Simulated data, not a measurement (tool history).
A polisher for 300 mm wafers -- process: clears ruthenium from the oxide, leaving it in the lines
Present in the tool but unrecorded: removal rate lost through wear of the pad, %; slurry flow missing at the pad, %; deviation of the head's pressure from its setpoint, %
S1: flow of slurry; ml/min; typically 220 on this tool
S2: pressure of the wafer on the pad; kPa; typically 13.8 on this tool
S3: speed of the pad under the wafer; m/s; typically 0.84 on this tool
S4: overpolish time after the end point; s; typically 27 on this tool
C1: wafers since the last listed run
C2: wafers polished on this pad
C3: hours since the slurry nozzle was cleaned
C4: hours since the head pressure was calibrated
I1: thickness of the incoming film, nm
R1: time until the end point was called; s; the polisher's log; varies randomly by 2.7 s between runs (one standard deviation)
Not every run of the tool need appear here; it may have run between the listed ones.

{"run": 1, "hour": 0.0, "S1": 220, "S2": 13.8, "S3": 0.84, "S4": 27, "C1": 0, "C2": 558, "C3": 317.2, "C4": 408.8, "I1": 139.1, "R1": 186.4}
{"run": 2, "hour": 9.4, "S1": 220, "S2": 13.8, "S3": 0.84, "S4": 27, "C1": 85, "C2": 644, "C3": 326.6, "C4": 418.2, "I1": 140.6, "R1": 184.8}
{"run": 3, "hour": 26.0, "S1": 220, "S2": 13.8, "S3": 0.84, "S4": 27, "C1": 151, "C2": 795, "C3": 343.2, "C4": 434.8, "I1": 140.5, "R1": 184.6}
{"run": 4, "hour": 32.6, "S1": 220, "S2": 13.8, "S3": 0.84, "S4": 27, "C1": 60, "C2": 855, "C3": 349.8, "C4": 441.4, "I1": 140.6, "R1": 186.4}
{"run": 5, "hour": 46.5, "S1": 220, "S2": 13.8, "S3": 0.84, "S4": 27, "C1": 126, "C2": 981, "C3": 363.7, "C4": 455.3, "I1": 137.6, "R1": 181.7}
{"run": 6, "hour": 58.5, "S1": 180, "S2": 13.8, "S3": 0.84, "S4": 18, "C1": 109, "C2": 1090, "C3": 375.7, "C4": 467.3, "I1": 141, "R1": 195.9}
{"hour": 76.4, "done": "head pressure recalibrated"}
{"run": 7, "hour": 76.9, "S1": 220, "S2": 13.8, "S3": 0.84, "S4": 27, "C1": 149, "C2": 1240, "C3": 394.1, "C4": 0.5, "I1": 142.1, "R1": 174.8}
{"run": 8, "hour": 88.2, "S1": 220, "S2": 13.8, "S3": 0.84, "S4": 27, "C1": 102, "C2": 1343, "C3": 405.4, "C4": 11.8, "I1": 141.1, "R1": 173.6}
{"run": 9, "hour": 97.3, "S1": 185, "S2": 13.8, "S3": 0.84, "S4": 27, "C1": 82, "C2": 1425, "C3": 414.5, "C4": 20.9, "I1": 139.1, "R1": 178.9}
{"hour": 109.8, "done": "worn pad replaced by a new one"}
{"run": 10, "hour": 113.2, "S1": 165, "S2": 13.8, "S3": 0.84, "S4": 27, "C1": 108, "C2": 30, "C3": 430.4, "C4": 36.8, "I1": 140.8, "R1": 186.7}
{"run": 11, "hour": 127.1, "S1": 220, "S2": 13.8, "S3": 0.84, "S4": 27, "C1": 126, "C2": 157, "C3": 444.3, "C4": 50.7, "I1": 139.8, "R1": 174.8}
{"run": 12, "hour": 138.1, "S1": 220, "S2": 13.8, "S3": 0.84, "S4": 27, "C1": 100, "C2": 257, "C3": 455.3, "C4": 61.7, "I1": 141.4, "R1": 181.2}
{"run": 13, "hour": 155.1, "S1": 220, "S2": 13.8, "S3": 0.92, "S4": 27, "C1": 154, "C2": 412, "C3": 472.3, "C4": 78.7, "I1": 140.1, "R1": 163.5}
{"run": 14, "hour": 167.6, "S1": 220, "S2": 13.8, "S3": 0.64, "S4": 27, "C1": 113, "C2": 526, "C3": 484.8, "C4": 91.2, "I1": 139.4, "R1": 205.2}
{"hour": 175.9, "done": "slurry nozzle cleaned"}
{"run": 15, "hour": 180.1, "S1": 220, "S2": 13.8, "S3": 0.64, "S4": 27, "C1": 104, "C2": 630, "C3": 4.2, "C4": 103.7, "I1": 138.8, "R1": 211.6}
{"run": 16, "hour": 193.7, "S1": 220, "S2": 13.8, "S3": 0.84, "S4": 27, "C1": 123, "C2": 754, "C3": 17.8, "C4": 117.3, "I1": 142.2, "R1": 179.1}
{"run": 17, "hour": 204.4, "S1": 255, "S2": 10.3, "S3": 0.7, "S4": 11, "C1": 97, "C2": 851, "C3": 28.5, "C4": 128, "I1": 137.6, "R1": 228.9}
{"run": 18, "hour": 218.0, "S1": 220, "S2": 16.5, "S3": 0.84, "S4": 27, "C1": 123, "C2": 975, "C3": 42.1, "C4": 141.6, "I1": 138.3, "R1": 160.5}
{"run": 19, "hour": 234.8, "S1": 220, "S2": 13.8, "S3": 0.84, "S4": 27, "C1": 152, "C2": 1128, "C3": 58.9, "C4": 158.4, "I1": 140.5, "R1": 182.9}
{"run": 20, "hour": 241.2, "S1": 220, "S2": 17.9, "S3": 0.74, "S4": 16, "C1": 58, "C2": 1186, "C3": 65.3, "C4": 164.8, "I1": 138.8, "R1": 165}
{"run": 21, "hour": 250.4, "S1": 145, "S2": 13.8, "S3": 0.6, "S4": 27, "C1": 83, "C2": 1270, "C3": 74.5, "C4": 174, "I1": 138, "R1": 232.4}
{"hour": 256.2, "done": "worn pad replaced by a new one"}
{"run": 22, "hour": 263.5, "S1": 220, "S2": 13.8, "S3": 0.92, "S4": 32, "C1": 82, "C2": 66, "C3": 87.6, "C4": 187.1, "I1": 139.7, "R1": 168.5}
{"run": 23, "hour": 270.4, "S1": 180, "S2": 13.8, "S3": 0.84, "S4": 27, "C1": 62, "C2": 129, "C3": 94.5, "C4": 194, "I1": 141.5, "R1": 190}
{"run": 24, "hour": 283.8, "S1": 220, "S2": 13.8, "S3": 0.84, "S4": 33, "C1": 121, "C2": 251, "C3": 107.9, "C4": 207.4, "I1": 138.7, "R1": 176.6}
{"run": 25, "hour": 300.6, "S1": 220, "S2": 9.7, "S3": 0.84, "S4": 19, "C1": 152, "C2": 404, "C3": 124.7, "C4": 224.2, "I1": 141.3, "R1": 225.5}
{"run": 26, "hour": 312.9, "S1": 220, "S2": 13.8, "S3": 0.84, "S4": 27, "C1": 111, "C2": 516, "C3": 137, "C4": 236.5, "I1": 139.9, "R1": 178.4}
{"run": 27, "hour": 329.8, "S1": 220, "S2": 13.8, "S3": 0.84, "S4": 27, "C1": 153, "C2": 669, "C3": 153.9, "C4": 253.4, "I1": 141.3, "R1": 177.3}
{"run": 28, "hour": 338.9, "S1": 220, "S2": 9.7, "S3": 0.84, "S4": 27, "C1": 82, "C2": 752, "C3": 163, "C4": 262.5, "I1": 139.2, "R1": 214.8}
{"run": 29, "hour": 353.8, "S1": 220, "S2": 13.8, "S3": 0.84, "S4": 19, "C1": 135, "C2": 888, "C3": 177.9, "C4": 277.4, "I1": 139.2, "R1": 176.9}
{"run": 30, "hour": 370.9, "S1": 220, "S2": 13.8, "S3": 0.74, "S4": 21, "C1": 155, "C2": 1043, "C3": 195, "C4": 294.5, "I1": 139, "R1": 194.6}
{"run": 31, "hour": 383.0, "S1": 220, "S2": 13.8, "S3": 0.84, "S4": 27, "C1": 110, "C2": 1154, "C3": 207.1, "C4": 306.6, "I1": 141.7, "R1": 182.9}
{"run": 32, "hour": 395.3, "S1": 220, "S2": 13.8, "S3": 0.74, "S4": 21, "C1": 111, "C2": 1265, "C3": 219.4, "C4": 318.9, "I1": 137.5, "R1": 195.8}
{"run": 33, "hour": 405.2, "S1": 160, "S2": 12.4, "S3": 0.98, "S4": 23, "C1": 90, "C2": 1356, "C3": 229.3, "C4": 328.8, "I1": 139.1, "R1": 183}
{"hour": 416.5, "done": "worn pad replaced by a new one"}
{"run": 34, "hour": 420.0, "S1": 295, "S2": 13.8, "S3": 0.84, "S4": 34, "C1": 98, "C2": 31, "C3": 244.1, "C4": 343.6, "I1": 140.9, "R1": 178.8}
{"run": 35, "hour": 429.9, "S1": 260, "S2": 15.2, "S3": 0.84, "S4": 15, "C1": 90, "C2": 121, "C3": 254, "C4": 353.5, "I1": 139.9, "R1": 168.4}
{"run": 36, "hour": 446.5, "S1": 280, "S2": 13.8, "S3": 0.84, "S4": 40, "C1": 151, "C2": 272, "C3": 270.6, "C4": 370.1, "I1": 138.7, "R1": 179.7}
{"run": 37, "hour": 459.4, "S1": 285, "S2": 13.8, "S3": 0.84, "S4": 23, "C1": 117, "C2": 390, "C3": 283.5, "C4": 383, "I1": 138.6, "R1": 180.4}
{"run": 38, "hour": 466.6, "S1": 275, "S2": 11.7, "S3": 0.98, "S4": 15, "C1": 65, "C2": 455, "C3": 290.7, "C4": 390.2, "I1": 139.8, "R1": 181.8}

Hidden condition of the tool, last listed run before each entry between runs versus first listed run after:
In the gap between runs 6 and 7: head pressure recalibrated (hour 76.4)
  deviation of the head's pressure from its setpoint, %: -12.1 -> -0.442
  measured result minus the result with no hidden state, R1: +14.2 -> +0.5 s
In the gap between runs 9 and 10: worn pad replaced by a new one (hour 109.8)
  deviation of the head's pressure from its setpoint, %: -0.913 -> -1.28
  measured result minus the result with no hidden state, R1: +1 -> +1.4 s
In the gap between runs 14 and 15: slurry nozzle cleaned (hour 175.9)
  deviation of the head's pressure from its setpoint, %: -2.54 -> -2.83
  measured result minus the result with no hidden state, R1: +3.2 -> +3.6 s
In the gap between runs 21 and 22: worn pad replaced by a new one (hour 256.2)
  deviation of the head's pressure from its setpoint, %: -4.45 -> -4.75
  measured result minus the result with no hidden state, R1: +6.2 -> +4.8 s
In the gap between runs 33 and 34: worn pad replaced by a new one (hour 416.5)
  deviation of the head's pressure from its setpoint, %: -8.03 -> -8.37
  measured result minus the result with no hidden state, R1: +8.8 -> +9 s

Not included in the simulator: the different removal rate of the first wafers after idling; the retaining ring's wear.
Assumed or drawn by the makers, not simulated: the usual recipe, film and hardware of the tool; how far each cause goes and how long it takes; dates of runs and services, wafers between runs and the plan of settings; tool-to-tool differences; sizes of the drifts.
